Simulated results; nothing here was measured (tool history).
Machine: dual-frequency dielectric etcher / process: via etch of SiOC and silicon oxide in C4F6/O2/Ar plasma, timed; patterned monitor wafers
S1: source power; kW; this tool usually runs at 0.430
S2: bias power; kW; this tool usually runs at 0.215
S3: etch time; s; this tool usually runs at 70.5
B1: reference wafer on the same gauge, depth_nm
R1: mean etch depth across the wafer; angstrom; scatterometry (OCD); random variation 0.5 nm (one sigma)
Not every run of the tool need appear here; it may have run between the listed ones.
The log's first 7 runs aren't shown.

run   hour     S1     S2    S3    B1   R1
     266.8  -- source power generator calibrated
     333.4  -- upper electrode replaced
  8  355.8  0.430  0.215  70.5  70.4  795
  9  378.0  0.430  0.215  70.5  70.5  787
 10  399.4  0.430  0.215  70.5  70.5  780
     415.2  -- bias power generator calibrated
 11  418.2  0.400  0.215  70.5  70.6  759
     449.7  -- wet clean of the chamber
 12  450.2  0.400  0.215  70.5  70.4  798
 13  464.6  0.430  0.215  58.0  70.4  665
 14  482.3  0.430  0.215  58.0  70.5  672
 15  503.0  0.490  0.256  70.5  70.5  912
 16  515.6  0.520  0.268  55.0  70.3  739
 17  527.6  0.400  0.177  53.0  70.5  563
 18  560.7  0.480  0.215  56.5  70.6  691
     564.9  -- gauge calibrated
 19  585.9  0.320  0.235  60.5  70.4  599
 20  601.9  0.430  0.215  70.5  70.5  798
 21  632.3  0.340  0.215  76.5  70.5  768
 22  667.3  0.430  0.233  58.5  70.4  679
 23  702.4  0.430  0.215  70.5  70.4  791
 24  717.7  0.430  0.215  63.5  70.5  719
 25  741.6  0.430  0.215  70.5  70.5  804
 26  772.4  0.430  0.215  70.5  70.5  791
 27  799.1  0.340  0.242  55.5  70.4  562
 28  819.2  0.360  0.215  70.5  70.4  714
 29  843.7  0.460  0.215  70.5  70.4  809
 30  871.1  0.430  0.249  70.5  70.4  808
 31  905.2  0.460  0.215  85.5  70.5  971

3 options for the next run, each taken on its own from the tool as it stands now. Forecast them:
  A  905.6  0.430  0.215  78.5   ?   ?
  B  905.6  0.430  0.215  77.5   ?   ?
  C  905.6  0.400  0.184  59.0   ?   ?

run    B1   R1
  A  70.5  861
  B  70.5  850
  C  70.5  599
What these runs would have given with no unlogged condition in the tool:
run   R1
  A  905
  B  893
  C  629

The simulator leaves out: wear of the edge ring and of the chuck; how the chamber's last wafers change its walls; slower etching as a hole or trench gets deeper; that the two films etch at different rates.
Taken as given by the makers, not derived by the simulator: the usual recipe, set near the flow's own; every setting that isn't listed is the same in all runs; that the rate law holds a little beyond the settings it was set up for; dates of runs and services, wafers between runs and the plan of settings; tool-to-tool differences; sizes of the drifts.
